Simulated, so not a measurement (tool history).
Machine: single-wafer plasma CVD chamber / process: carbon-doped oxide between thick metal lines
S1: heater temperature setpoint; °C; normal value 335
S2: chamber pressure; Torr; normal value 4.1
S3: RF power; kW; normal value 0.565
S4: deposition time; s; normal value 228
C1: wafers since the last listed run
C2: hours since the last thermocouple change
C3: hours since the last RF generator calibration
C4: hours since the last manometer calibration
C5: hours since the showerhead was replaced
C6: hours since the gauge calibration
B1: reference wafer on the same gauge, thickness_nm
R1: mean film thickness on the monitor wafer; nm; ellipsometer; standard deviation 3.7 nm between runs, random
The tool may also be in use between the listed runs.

{"run": 1, "hour": 0.0, "S1": 335, "S2": 4.1, "S3": 0.565, "S4": 228, "C1": 0, "C2": 449.2, "C3": 739.4, "C4": 1527.6, "C5": 1374.1, "C6": 906.4, "B1": 1247.41, "R1": 1279.568}
{"hour": 30.5, "done": "capacitance manometer re-zeroed and calibrated"}
{"run": 2, "hour": 51.6, "S1": 335, "S2": 4.1, "S3": 0.565, "S4": 228, "C1": 354, "C2": 500.8, "C3": 791, "C4": 21.1, "C5": 1425.7, "C6": 958, "B1": 1246.016, "R1": 1281.163}
{"run": 3, "hour": 145.4, "S1": 335, "S2": 4.1, "S3": 0.565, "S4": 228, "C1": 762, "C2": 594.6, "C3": 884.8, "C4": 114.9, "C5": 1519.5, "C6": 1051.8, "B1": 1245.249, "R1": 1271.857}
{"run": 4, "hour": 238.0, "S1": 335, "S2": 4.1, "S3": 0.565, "S4": 216, "C1": 752, "C2": 687.2, "C3": 977.4, "C4": 207.5, "C5": 1612.1, "C6": 1144.4, "B1": 1243.99, "R1": 1208.904}
{"run": 5, "hour": 336.6, "S1": 335, "S2": 4.1, "S3": 0.565, "S4": 216, "C1": 801, "C2": 785.8, "C3": 1076, "C4": 306.1, "C5": 1710.7, "C6": 1243, "B1": 1241.545, "R1": 1206.551}
{"run": 6, "hour": 391.4, "S1": 335, "S2": 4.1, "S3": 0.565, "S4": 228, "C1": 445, "C2": 840.6, "C3": 1130.8, "C4": 360.9, "C5": 1765.5, "C6": 1297.8, "B1": 1241.462, "R1": 1280.871}
{"run": 7, "hour": 476.9, "S1": 335, "S2": 4.1, "S3": 0.565, "S4": 228, "C1": 694, "C2": 926.1, "C3": 1216.3, "C4": 446.4, "C5": 1851, "C6": 1383.3, "B1": 1241.078, "R1": 1271.434}
{"run": 8, "hour": 515.6, "S1": 335, "S2": 3.83, "S3": 0.565, "S4": 253, "C1": 314, "C2": 964.8, "C3": 1255, "C4": 485.1, "C5": 1889.7, "C6": 1422, "B1": 1240.698, "R1": 1405.992}
{"run": 9, "hour": 609.3, "S1": 335, "S2": 3.83, "S3": 0.565, "S4": 253, "C1": 761, "C2": 1058.5, "C3": 1348.7, "C4": 578.8, "C5": 1983.4, "C6": 1515.7, "B1": 1238.409, "R1": 1390.762}
{"run": 10, "hour": 677.6, "S1": 335, "S2": 4.1, "S3": 0.565, "S4": 228, "C1": 555, "C2": 1126.8, "C3": 1417, "C4": 647.1, "C5": 2051.7, "C6": 1584, "B1": 1238.681, "R1": 1265.432}
{"run": 11, "hour": 714.6, "S1": 335, "S2": 4.1, "S3": 0.565, "S4": 228, "C1": 300, "C2": 1163.8, "C3": 1454, "C4": 684.1, "C5": 2088.7, "C6": 1621, "B1": 1238.098, "R1": 1264.728}
{"run": 12, "hour": 752.8, "S1": 335, "S2": 4.1, "S3": 0.565, "S4": 228, "C1": 310, "C2": 1202, "C3": 1492.2, "C4": 722.3, "C5": 2126.9, "C6": 1659.2, "B1": 1238.287, "R1": 1264.722}
{"run": 13, "hour": 803.6, "S1": 335, "S2": 4.1, "S3": 0.565, "S4": 228, "C1": 412, "C2": 1252.8, "C3": 1543, "C4": 773.1, "C5": 2177.7, "C6": 1710, "B1": 1238.034, "R1": 1270.253}
{"run": 14, "hour": 1056.0, "S1": 328, "S2": 3.5, "S3": 0.5, "S4": 203, "C1": 2051, "C2": 1505.2, "C3": 1795.4, "C4": 1025.5, "C5": 2430.1, "C6": 1962.4, "B1": 1236.607, "R1": 1060.676}
{"hour": 1314.3, "done": "gauge calibrated"}
{"hour": 1332.7, "done": "thermocouple changed; heater temperature recalibrated"}
{"run": 15, "hour": 1346.0, "S1": 331, "S2": 4.1, "S3": 0.535, "S4": 205, "C1": 2291, "C2": 13.3, "C3": 2085.4, "C4": 1315.5, "C5": 2720.1, "C6": 31.7, "B1": 1265.537, "R1": 1140.616}
{"run": 16, "hour": 1475.1, "S1": 335, "S2": 4.1, "S3": 0.505, "S4": 263, "C1": 1049, "C2": 142.4, "C3": 2214.5, "C4": 1444.6, "C5": 2849.2, "C6": 160.8, "B1": 1259.28, "R1": 1389.222}
{"run": 17, "hour": 1533.1, "S1": 321, "S2": 3.34, "S3": 0.68, "S4": 265, "C1": 471, "C2": 200.4, "C3": 2272.5, "C4": 1502.6, "C5": 2907.2, "C6": 218.8, "B1": 1256.204, "R1": 1715.707}
{"run": 18, "hour": 1614.3, "S1": 335, "S2": 4.1, "S3": 0.565, "S4": 228, "C1": 659, "C2": 281.6, "C3": 2353.7, "C4": 1583.8, "C5": 2988.4, "C6": 300, "B1": 1252.685, "R1": 1283.921}
{"hour": 1712.1, "done": "capacitance manometer re-zeroed and calibrated"}
{"run": 19, "hour": 1715.0, "S1": 335, "S2": 3.75, "S3": 0.565, "S4": 228, "C1": 753, "C2": 382.3, "C3": 2454.4, "C4": 2.9, "C5": 3089.1, "C6": 400.7, "B1": 1249.49, "R1": 1267.293}
{"run": 20, "hour": 1785.8, "S1": 348, "S2": 4.1, "S3": 0.66, "S4": 189, "C1": 575, "C2": 453.1, "C3": 2525.2, "C4": 73.7, "C5": 3159.9, "C6": 471.5, "B1": 1247.596, "R1": 1113.1}
{"run": 21, "hour": 1856.0, "S1": 335, "S2": 4.1, "S3": 0.565, "S4": 228, "C1": 570, "C2": 523.3, "C3": 2595.4, "C4": 143.9, "C5": 3230.1, "C6": 541.7, "B1": 1245.036, "R1": 1276.083}
{"hour": 1875.5, "done": "RF generator calibrated"}
{"hour": 1892.0, "done": "showerhead replaced"}
{"run": 22, "hour": 1912.6, "S1": 335, "S2": 4.1, "S3": 0.565, "S4": 228, "C1": 329, "C2": 579.9, "C3": 37.1, "C4": 200.5, "C5": 20.6, "C6": 598.3, "B1": 1243.431, "R1": 1268.043}
{"run": 23, "hour": 1985.9, "S1": 335, "S2": 4.1, "S3": 0.565, "S4": 228, "C1": 595, "C2": 653.2, "C3": 110.4, "C4": 273.8, "C5": 93.9, "C6": 671.6, "B1": 1241.104, "R1": 1268.795}
{"run": 24, "hour": 2076.6, "S1": 329, "S2": 4.58, "S3": 0.565, "S4": 266, "C1": 737, "C2": 743.9, "C3": 201.1, "C4": 364.5, "C5": 184.6, "C6": 762.3, "B1": 1240.138, "R1": 1523.461}
{"run": 25, "hour": 2116.8, "S1": 335, "S2": 4.1, "S3": 0.565, "S4": 228, "C1": 326, "C2": 784.1, "C3": 241.3, "C4": 404.7, "C5": 224.8, "C6": 802.5, "B1": 1238.168, "R1": 1265.493}
{"run": 26, "hour": 2172.1, "S1": 335, "S2": 4.59, "S3": 0.47, "S4": 228, "C1": 449, "C2": 839.4, "C3": 296.6, "C4": 460, "C5": 280.1, "C6": 857.8, "B1": 1238.157, "R1": 1144.01}
{"run": 27, "hour": 2300.3, "S1": 325, "S2": 4.1, "S3": 0.565, "S4": 198, "C1": 1041, "C2": 967.6, "C3": 424.8, "C4": 588.2, "C5": 408.3, "C6": 986, "B1": 1235.235, "R1": 1139.003}
{"run": 28, "hour": 2397.0, "S1": 335, "S2": 4.1, "S3": 0.6, "S4": 248, "C1": 785, "C2": 1064.3, "C3": 521.5, "C4": 684.9, "C5": 505, "C6": 1082.7, "B1": 1233.896, "R1": 1423.544}
{"run": 29, "hour": 2463.1, "S1": 335, "S2": 4.39, "S3": 0.455, "S4": 228, "C1": 537, "C2": 1130.4, "C3": 587.6, "C4": 751, "C5": 571.1, "C6": 1148.8, "B1": 1233.543, "R1": 1110.293}

Subtracting, for every run, the result it would have given without the tool's unlogged condition from the measured result gives the following. The same run-to-run variation enters both numbers; the gauge's scatter may not:
Hidden conditions of the tool in this case: wafer temperature above the value expected at the setpoint (K); delivered RF power above the setpoint (%); true pressure above the setpoint (%); gauge reads high (%).
run=1 R1=-23.428
run=2 R1=-24.396
run=3 R1=-25.776
run=4 R1=-25.81
run=5 R1=-27.003
run=6 R1=-29.335
run=7 R1=-30.073
run=8 R1=-33.701
run=9 R1=-34.319
run=10 R1=-31.818
run=11 R1=-32.101
run=12 R1=-32.398
run=13 R1=-32.917
run=14 R1=-28.794
run=15 R1=-4.747
run=16 R1=-12.583
run=17 R1=-18.934
run=18 R1=-17.454
run=19 R1=-20.853
run=20 R1=-20.344
run=21 R1=-25.448
run=22 R1=-26.87
run=23 R1=-28.788
run=24 R1=-37.134
run=25 R1=-31.722
run=26 R1=-29.707
run=27 R1=-31.713
run=28 R1=-41.401
run=29 R1=-33.145
